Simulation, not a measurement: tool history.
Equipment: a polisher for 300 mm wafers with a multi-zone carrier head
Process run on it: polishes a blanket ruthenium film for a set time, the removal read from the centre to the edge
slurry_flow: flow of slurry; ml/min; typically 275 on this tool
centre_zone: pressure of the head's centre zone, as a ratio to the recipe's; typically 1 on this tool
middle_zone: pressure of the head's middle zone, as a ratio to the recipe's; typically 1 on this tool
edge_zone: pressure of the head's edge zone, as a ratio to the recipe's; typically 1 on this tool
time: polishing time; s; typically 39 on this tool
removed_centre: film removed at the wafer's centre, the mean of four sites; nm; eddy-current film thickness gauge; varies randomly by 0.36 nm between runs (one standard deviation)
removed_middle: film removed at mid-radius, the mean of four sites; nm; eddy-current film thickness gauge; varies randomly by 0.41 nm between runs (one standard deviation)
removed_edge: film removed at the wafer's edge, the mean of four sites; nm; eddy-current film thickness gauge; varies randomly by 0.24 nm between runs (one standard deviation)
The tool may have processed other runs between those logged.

| run | hour | slurry_flow | centre_zone | middle_zone | edge_zone | time | wafers since the last listed run | wafers polished on this pad | hours since the slurry nozzle was cleaned | hours since the centre zone pressure was calibrated | hours since the edge zone pressure was calibrated | hours since the carrier head's membrane was replaced | incoming thickness of the incoming film, nm | removed_centre | removed_middle | removed_edge |
|---|---|---|---|---|---|---|---|---|---|---|---|---|---|---|---|---|
| 1 | 0 | 275 | 1 | 1 | 0.94 | 39 | 0 | 6544 | 500.5 | 447.5 | 324.9 | 127.4 | 528.1 | 34.9 | 34.5 | 33.3 |
|  | 43.5 | worn pad replaced by a new one |
| 2 | 64 | 275 | 0.97 | 1 | 1 | 39 | 622 | 212 | 564.5 | 511.5 | 388.9 | 191.4 | 539.1 | 33.4 | 34.5 | 34 |
| 3 | 113.6 | 275 | 1 | 0.95 | 1 | 25 | 514 | 727 | 614.1 | 561.1 | 438.5 | 241 | 534.9 | 21.5 | 21.8 | 22 |
| 4 | 195.6 | 275 | 1 | 1 | 1.07 | 39 | 850 | 1578 | 696.1 | 643.1 | 520.5 | 323 | 520 | 33.7 | 34.5 | 35.7 |
| 5 | 260.9 | 275 | 1 | 1 | 1 | 39 | 677 | 2255 | 761.4 | 708.4 | 585.8 | 388.3 | 534.6 | 34.1 | 35 | 34.7 |
|  | 294.6 | slurry nozzle cleaned |
| 6 | 325 | 275 | 1.05 | 1.07 | 1.06 | 27 | 654 | 2910 | 30.4 | 772.5 | 649.9 | 452.4 | 523.7 | 24.6 | 24.9 | 24.4 |
| 7 | 417 | 275 | 1 | 1 | 1 | 39 | 954 | 3864 | 122.4 | 864.5 | 741.9 | 544.4 | 527 | 34.6 | 34.5 | 34.2 |
| 8 | 488.8 | 275 | 1 | 0.91 | 1 | 39 | 744 | 4609 | 194.2 | 936.3 | 813.7 | 616.2 | 531 | 35.1 | 33.6 | 34.2 |
| 9 | 547.8 | 275 | 1.06 | 1 | 1.04 | 39 | 612 | 5221 | 253.2 | 995.3 | 872.7 | 675.2 | 533.8 | 36.5 | 34.6 | 34.5 |
| 10 | 614 | 275 | 1.06 | 1.05 | 0.97 | 50 | 686 | 5908 | 319.4 | 1061.5 | 938.9 | 741.4 | 525.5 | 46.3 | 45.6 | 43.3 |
|  | 644.3 | carrier head's membrane replaced by a new one |
| 11 | 693 | 275 | 1 | 1.09 | 1.05 | 39 | 767 | 6676 | 398.4 | 1140.5 | 1017.9 | 48.7 | 540 | 33.9 | 36.9 | 35.2 |
|  | 701.3 | centre zone pressure recalibrated |
|  | 712.9 | worn pad replaced by a new one |
| 12 | 790.1 | 275 | 1 | 1 | 0.9 | 31 | 945 | 800 | 495.5 | 88.8 | 1115 | 145.8 | 539.9 | 27.2 | 27.8 | 26.2 |
| 13 | 841.3 | 275 | 0.89 | 1.09 | 1 | 39 | 531 | 1331 | 546.7 | 140 | 1166.2 | 197 | 529.2 | 31.1 | 36.4 | 34.5 |
| 14 | 897.2 | 275 | 1 | 1 | 1 | 39 | 579 | 1911 | 602.6 | 195.9 | 1222.1 | 252.9 | 519.1 | 34.5 | 33.9 | 34.6 |
|  | 958.9 | slurry nozzle cleaned |
| 15 | 1003.8 | 275 | 1.06 | 1 | 1.04 | 39 | 1095 | 3007 | 44.9 | 302.5 | 1328.7 | 359.5 | 525.1 | 36.1 | 34.7 | 35.1 |
| 16 | 1107.1 | 355 | 0.95 | 1 | 1 | 52 | 1071 | 4079 | 148.2 | 405.8 | 1432 | 462.8 | 532.2 | 44.6 | 46.6 | 46.4 |
|  | 1188.7 | edge zone pressure recalibrated |
| 17 | 1204.8 | 275 | 1 | 1.03 | 0.96 | 39 | 992 | 5072 | 245.9 | 503.5 | 16.1 | 560.5 | 537.9 | 34 | 35.5 | 33.3 |
| 18 | 1247.1 | 275 | 1 | 0.91 | 1 | 39 | 438 | 5510 | 288.2 | 545.8 | 58.4 | 602.8 | 523.6 | 33.7 | 33.9 | 34.6 |
| 19 | 1323.4 | 275 | 1 | 1.03 | 1.1 | 39 | 791 | 6302 | 364.5 | 622.1 | 134.7 | 679.1 | 529.8 | 34.5 | 35.3 | 35.8 |
|  | 1361 | worn pad replaced by a new one |
| 20 | 1410.4 | 215 | 1 | 0.93 | 1 | 53 | 861 | 512 | 451.5 | 709.1 | 221.7 | 766.1 | 524.1 | 45.8 | 43.9 | 46 |
|  | 1423.1 | carrier head's membrane replaced by a new one |
| 21 | 1499.5 | 200 | 1 | 1.04 | 1 | 39 | 872 | 1384 | 540.6 | 798.2 | 310.8 | 76.4 | 528.3 | 33.7 | 34.2 | 33.9 |

Here are 5 independent what-if runs from the current tool condition. What would each one return?
| A | 1499.9 | 275 | 1 | 1 | 1 | 39 | 4 | 1389 | 541 | 798.6 | 311.2 | 76.8 | 532.1 | ? | ? | ? |
| B | 1499.9 | 275 | 1 | 1.08 | 0.96 | 50 | 4 | 1389 | 541 | 798.6 | 311.2 | 76.8 | 532.1 | ? | ? | ? |
| C | 1499.9 | 275 | 1.11 | 1 | 0.97 | 39 | 4 | 1389 | 541 | 798.6 | 311.2 | 76.8 | 532.1 | ? | ? | ? |
| D | 1499.9 | 275 | 1 | 1 | 0.91 | 30 | 4 | 1389 | 541 | 798.6 | 311.2 | 76.8 | 532.1 | ? | ? | ? |
| E | 1499.9 | 275 | 1 | 1.07 | 1 | 29 | 4 | 1389 | 541 | 798.6 | 311.2 | 76.8 | 532.1 | ? | ? | ? |

| run | removed_centre | removed_middle | removed_edge |
|---|---|---|---|
| A | 34.4 | 35.7 | 34.2 |
| B | 44.1 | 47.5 | 43 |
| C | 37.7 | 35.7 | 33.7 |
| D | 26.4 | 27.4 | 25.2 |
| E | 25.6 | 27.4 | 25.4 |
Without the tool's hidden state the same runs would have given:
| run | removed_centre | removed_middle | removed_edge |
|---|---|---|---|
| A | 34.4 | 35.7 | 34.2 |
| B | 44.1 | 47.5 | 43 |
| C | 37.7 | 35.7 | 33.7 |
| D | 26.4 | 27.4 | 25.2 |
| E | 25.6 | 27.4 | 25.4 |

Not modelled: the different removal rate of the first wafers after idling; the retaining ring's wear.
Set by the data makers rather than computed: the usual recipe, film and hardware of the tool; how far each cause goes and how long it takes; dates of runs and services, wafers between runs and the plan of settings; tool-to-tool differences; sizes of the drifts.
